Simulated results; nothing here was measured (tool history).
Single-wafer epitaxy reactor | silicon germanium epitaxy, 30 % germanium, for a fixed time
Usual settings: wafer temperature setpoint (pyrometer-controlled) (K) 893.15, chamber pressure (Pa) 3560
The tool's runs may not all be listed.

run    hour  wafer temperature setpoint (pyrometer-controlled) (K)  chamber pressure (Pa)  wafers since the last listed run  hours since the last pyrometer calibration  hours since the last manometer calibration  hours since the showerhead was replaced  hours since the gauge calibration  read-back reference wafer on the same gauge, thickness_nm  mean film thickness on the monitor wafer (angstrom)
  1     0.0                                                 893.15                   3560                                 0                                      1055.4                                       524.4                                   5260.3                              679.9                                                     87.884                                              1019.43
  2    71.6                                                 893.15                   3560                              1348                                      1127.0                                       596.0                                   5331.9                              751.5                                                     87.961                                              1030.78
  3   136.6                                                 893.15                   3560                              1224                                      1192.0                                       661.0                                   5396.9                              816.5                                                     88.079                                              1018.03
  4   192.2                                                 893.15                   3560                              1047                                      1247.6                                       716.6                                   5452.5                              872.1                                                     88.072                                              1016.73
  5   228.0                                                 893.15                   3560                               674                                      1283.4                                       752.4                                   5488.3                              907.9                                                     88.043                                              1018.92
  6   273.6                                                 893.15                   3560                               858                                      1329.0                                       798.0                                   5533.9                              953.5                                                     88.115                                              1014.14
  7   323.2                                                 893.15                   3213                               934                                      1378.6                                       847.6                                   5583.5                             1003.1                                                     88.100                                               962.08
  8   393.3                                                 893.15                   3760                              1320                                      1448.7                                       917.7                                   5653.6                             1073.2                                                     88.094                                              1041.86
      508.9  -- capacitance manometer re-zeroed and calibrated
  9   509.4                                                 893.15                   3560                              2036                                      1564.8                                         0.5                                   5769.7                             1189.3                                                     87.892                                              1051.54
      535.5  -- gauge calibrated
 10   539.3                                                 893.15                   3560                               563                                      1594.7                                        30.4                                   5799.6                                3.8                                                     87.818                                              1056.07
      550.7  -- showerhead replaced
 11   564.1                                                 893.15                   3560                               316                                      1619.5                                        55.2                                     13.4                               28.6                                                     87.955                                              1047.21
 12   594.5                                                 893.15                   3560                               572                                      1649.9                                        85.6                                     43.8                               59.0                                                     87.959                                              1050.55
 13   653.8                                                 887.15                   3960                              1117                                      1709.2                                       144.9                                    103.1                              118.3                                                     88.116                                              1005.47
 14   707.7                                                 902.15                   2773                              1015                                      1763.1                                       198.8                                    157.0                              172.2                                                     88.049                                              1072.20
      756.0  -- pyrometer calibrated
 15   777.4                                                 887.15                   4013                              1162                                        21.4                                       268.5                                    226.7                              241.9                                                     88.136                                               951.43
 16   836.4                                                 893.15                   3560                              1111                                        80.4                                       327.5                                    285.7                              300.9                                                     87.942                                               986.91
 17  1029.9                                                 893.15                   3560                              3644                                       273.9                                       521.0                                    479.2                              494.4                                                     88.151                                              1005.17
 18  1098.5                                                 898.15                   2866                              1292                                       342.5                                       589.6                                    547.8                              563.0                                                     87.982                                               983.17
 19  1130.7                                                 879.15                   2773                               606                                       374.7                                       621.8                                    580.0                              595.2                                                     88.116                                               718.88
 20  1155.5                                                 893.15                   3560                               467                                       399.5                                       646.6                                    604.8                              620.0                                                     88.046                                               996.42
 21  1192.8                                                 900.15                   3040                               702                                       436.8                                       683.9                                    642.1                              657.3                                                     87.915                                              1039.12
 22  1226.1                                                 907.15                   3146                               627                                       470.1                                       717.2                                    675.4                              690.6                                                     87.998                                              1160.30

Entry by entry between the runs, the difference in hidden state between the last listed run before and the first listed run after:
Runs 8 to 9: capacitance manometer re-zeroed and calibrated (hour 508.9)
  wafer temperature above the value expected at the setpoint (K): 3.61 -> 3.68; true pressure above the setpoint (%): -8.74 -> -0.738
  measured less the result without the state, mean film thickness on the monitor wafer (angstrom): +14.05 -> +54.32
Runs 9 to 10: gauge calibrated (hour 535.5)
  wafer temperature above the value expected at the setpoint (K): 3.68 -> 3.7; true pressure above the setpoint (%): -0.738 -> -0.997
  measured less the result without the state, mean film thickness on the monitor wafer (angstrom): +54.32 -> +53.63
Runs 10 to 11: showerhead replaced (hour 550.7)
  wafer temperature above the value expected at the setpoint (K): 3.7 -> 3.72; true pressure above the setpoint (%): -0.997 -> -1.21
  measured less the result without the state, mean film thickness on the monitor wafer (angstrom): +53.63 -> +52.41
Runs 14 to 15: pyrometer calibrated (hour 756.0)
  wafer temperature above the value expected at the setpoint (K): 3.78 -> -0.173; true pressure above the setpoint (%): -2.46 -> -3.06
  measured less the result without the state, mean film thickness on the monitor wafer (angstrom): +47.81 -> -16.11
